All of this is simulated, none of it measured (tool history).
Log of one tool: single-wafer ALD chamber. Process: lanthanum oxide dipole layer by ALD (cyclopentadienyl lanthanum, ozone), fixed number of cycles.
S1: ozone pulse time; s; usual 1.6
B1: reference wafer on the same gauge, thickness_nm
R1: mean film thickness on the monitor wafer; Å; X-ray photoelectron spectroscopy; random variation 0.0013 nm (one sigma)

| run | day | S1 | B1 | R1 |
|---|---|---|---|---|
| 1 | 0 | 1.84 | 0.542 | 5.41 |
| 2 | 2.133 | 2.08 | 0.542 | 5.47 |
| 3 | 4.033 | 2.08 | 0.542 | 5.46 |
| 4 | 5.646 | 2.08 | 0.542 | 5.46 |
| 5 | 8.358 | 1.6 | 0.542 | 5.24 |
| 6 | 9.967 | 1.33 | 0.542 | 5.05 |
| 7 | 13.054 | 1.77 | 0.542 | 5.33 |
|  | 16.642 | showerhead replaced |
| 8 | 17.421 | 1.6 | 0.542 | 5.2 |
|  | 18.004 | thermocouple changed; heater temperature recalibrated |
| 9 | 20.088 | 1.92 | 0.542 | 5.35 |
| 10 | 23.392 | 1.6 | 0.542 | 5.16 |
|  | 23.929 | gauge calibrated |
| 11 | 26.3 | 1.6 | 0.542 | 5.12 |
| 12 | 28.229 | 1.6 | 0.542 | 5.09 |
| 13 | 30.221 | 0.97 | 0.542 | 4.31 |

The next listed run, before its measurement:
| 14 | 33.15 | 1.94 | ? | ? |

{"run 14": {"B1": 0.543, "R1": 5.28}}
Without the tool's hidden state the same run would have given R1 5.52 Å.
